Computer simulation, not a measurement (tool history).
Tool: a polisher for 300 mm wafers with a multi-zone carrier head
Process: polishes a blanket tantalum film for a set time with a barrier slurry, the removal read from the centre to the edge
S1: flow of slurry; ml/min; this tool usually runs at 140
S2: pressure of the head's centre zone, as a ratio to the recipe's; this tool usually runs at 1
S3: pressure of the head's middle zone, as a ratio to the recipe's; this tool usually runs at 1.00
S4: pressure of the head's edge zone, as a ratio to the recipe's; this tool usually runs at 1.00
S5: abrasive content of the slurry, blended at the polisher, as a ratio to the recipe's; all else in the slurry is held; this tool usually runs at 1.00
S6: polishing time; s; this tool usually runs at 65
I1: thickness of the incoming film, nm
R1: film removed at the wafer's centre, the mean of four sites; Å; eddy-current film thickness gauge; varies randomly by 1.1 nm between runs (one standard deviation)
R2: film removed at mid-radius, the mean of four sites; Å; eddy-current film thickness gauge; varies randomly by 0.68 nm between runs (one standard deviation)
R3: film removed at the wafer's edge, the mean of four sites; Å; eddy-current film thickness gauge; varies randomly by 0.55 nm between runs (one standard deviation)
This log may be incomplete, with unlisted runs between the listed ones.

run 1 hour=0.0 | S1=140 S2=1 S3=1.00 S4=1.00 S5=1.15 S6=65 | I1=249.5 | R1=805 R2=779 R3=777
run 2 hour=10.4 | S1=140 S2=1 S3=1.00 S4=1.00 S5=1.15 S6=65 | I1=250.5 | R1=775 R2=791 R3=763
run 3 hour=24.6 | S1=140 S2=1 S3=1.00 S4=1.00 S5=1.00 S6=65 | I1=246.3 | R1=727 R2=717 R3=733
run 4 hour=33.6 | S1=140 S2=1 S3=1.00 S4=1.00 S5=1.00 S6=65 | I1=248.7 | R1=735 R2=729 R3=725
run 5 hour=50.2 | S1=140 S2=1 S3=1.00 S4=1.00 S5=1.00 S6=65 | I1=252.2 | R1=725 R2=707 R3=701
-- hour=54.7 edge zone pressure recalibrated
run 6 hour=59.4 | S1=140 S2=1 S3=1.00 S4=1.00 S5=1.00 S6=65 | I1=249.8 | R1=713 R2=681 R3=700
-- hour=64.4 worn pad replaced by a new one
-- hour=78.5 centre zone pressure recalibrated
run 7 hour=79.0 | S1=140 S2=1 S3=1.00 S4=1.00 S5=1.00 S6=65 | I1=254.0 | R1=763 R2=747 R3=740
-- hour=86.7 carrier head's membrane replaced by a new one
run 8 hour=87.2 | S1=140 S2=1 S3=1.00 S4=1.00 S5=1.25 S6=65 | I1=251.5 | R1=776 R2=766 R3=776
run 9 hour=93.7 | S1=140 S2=1 S3=1.00 S4=1.00 S5=1.00 S6=65 | I1=247.4 | R1=731 R2=731 R3=733
run 10 hour=111.8 | S1=140 S2=1 S3=1.00 S4=1.00 S5=1.00 S6=65 | I1=248.0 | R1=720 R2=715 R3=697
-- hour=117.9 slurry nozzle cleaned
run 11 hour=123.9 | S1=140 S2=1 S3=1.00 S4=1.00 S5=1.10 S6=65 | I1=246.1 | R1=739 R2=698 R3=705
-- hour=136.4 worn pad replaced by a new one
run 12 hour=139.7 | S1=140 S2=1 S3=0.89 S4=1.00 S5=1.00 S6=65 | I1=247.7 | R1=795 R2=717 R3=772
run 13 hour=152.2 | S1=140 S2=1 S3=0.93 S4=1.00 S5=1.10 S6=65 | I1=251.7 | R1=788 R2=730 R3=763
run 14 hour=160.4 | S1=140 S2=1 S3=1.07 S4=1.00 S5=1.30 S6=65 | I1=250.7 | R1=822 R2=823 R3=790

How would selected steps in R1 from run to run divide? Give the signed amount a tool lacking its hidden state would still show from settings, what came in and random variation, and the signed amount left for the hidden state, including any gauge scatter that is not in both of the compared results.
The hidden state here: removal rate lost through wear of the pad, %; slurry flow missing at the pad, %; deviation of the centre zone's pressure from its setpoint, %; deviation of the edge zone's pressure from its setpoint, %.
Run 11 -> 12: S3 1.00 -> 0.89, S5 1.10 -> 1.00, worn pad replaced by a new one. R1 +56 Å: hidden state +79, all else -23.
